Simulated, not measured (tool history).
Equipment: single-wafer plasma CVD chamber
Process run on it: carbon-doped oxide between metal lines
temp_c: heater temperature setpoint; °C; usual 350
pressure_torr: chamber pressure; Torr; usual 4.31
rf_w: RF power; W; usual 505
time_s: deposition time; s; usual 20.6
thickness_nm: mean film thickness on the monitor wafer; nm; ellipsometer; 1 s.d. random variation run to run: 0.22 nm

run,hour,temp_c,pressure_torr,rf_w,time_s,"read-back reference wafer on the same gauge, thickness_nm",thickness_nm
1,0.0,350,4.31,505,20.6,97.869,94.000
2,43.3,350,3.77,505,22.4,97.932,100.613
3,106.0,350,4.31,580,20.6,97.877,101.083
4,130.9,350,4.31,580,20.6,97.905,100.938
5,178.6,350,4.31,580,20.6,97.908,100.583
6,213.3,350,4.31,505,20.6,97.921,93.364
7,261.2,350,4.31,505,20.6,97.912,93.493
8,312.2,350,4.31,505,20.6,97.892,93.090
9,440.6,350,4.31,505,20.6,97.888,92.716
10,476.2,350,4.31,505,20.6,97.902,92.861
# hour 484.4: gauge calibrated
11,538.9,350,4.31,535,20.6,97.885,95.665
12,625.7,350,4.31,535,20.6,97.924,95.660
13,668.9,350,4.31,535,20.6,97.930,95.841
# hour 720.5: thermocouple changed; heater temperature recalibrated
14,721.0,350,4.31,425,20.6,97.885,83.370
15,765.9,350,4.31,570,24.5,97.923,117.514
# hour 783.9: showerhead replaced
16,823.3,350,4.31,430,20.6,97.890,84.045
17,860.1,350,4.31,505,20.6,97.911,92.433
18,917.3,350,4.31,505,17.0,97.924,76.870
19,955.3,335,4.31,505,20.6,97.861,97.023
# hour 995.9: capacitance manometer re-zeroed and calibrated
20,1020.0,350,4.31,505,20.6,97.947,92.057
21,1075.1,350,4.31,505,20.6,97.880,92.422
# hour 1116.2: RF generator calibrated
22,1116.7,350,4.31,505,20.6,97.910,94.928
23,1157.7,336,5.04,580,17.5,97.849,93.173
24,1212.6,357,3.24,540,16.7,97.887,76.351
25,1408.2,350,3.66,590,19.3,97.918,94.236
26,1438.5,350,5.30,505,20.6,97.929,95.468
27,1504.5,354,4.88,435,20.6,97.874,85.319
28,1547.2,350,3.35,580,19.4,97.876,92.466

4 options for the next run, each taken on its own from the tool as it stands now. Forecast them:
A,1547.6,350,4.31,505,20.6,?,?
B,1547.6,338,5.10,455,19.2,?,?
C,1547.6,344,4.63,435,16.5,?,?
D,1547.6,356,3.61,560,20.6,?,?

run,"read-back reference wafer on the same gauge, thickness_nm",thickness_nm
A,97.912,93.513
B,97.912,87.219
C,97.912,70.728
D,97.912,95.639
With no hidden state in the tool, these same runs would have given:
run,thickness_nm
A,95.424
B,89.163
C,72.413
D,97.557

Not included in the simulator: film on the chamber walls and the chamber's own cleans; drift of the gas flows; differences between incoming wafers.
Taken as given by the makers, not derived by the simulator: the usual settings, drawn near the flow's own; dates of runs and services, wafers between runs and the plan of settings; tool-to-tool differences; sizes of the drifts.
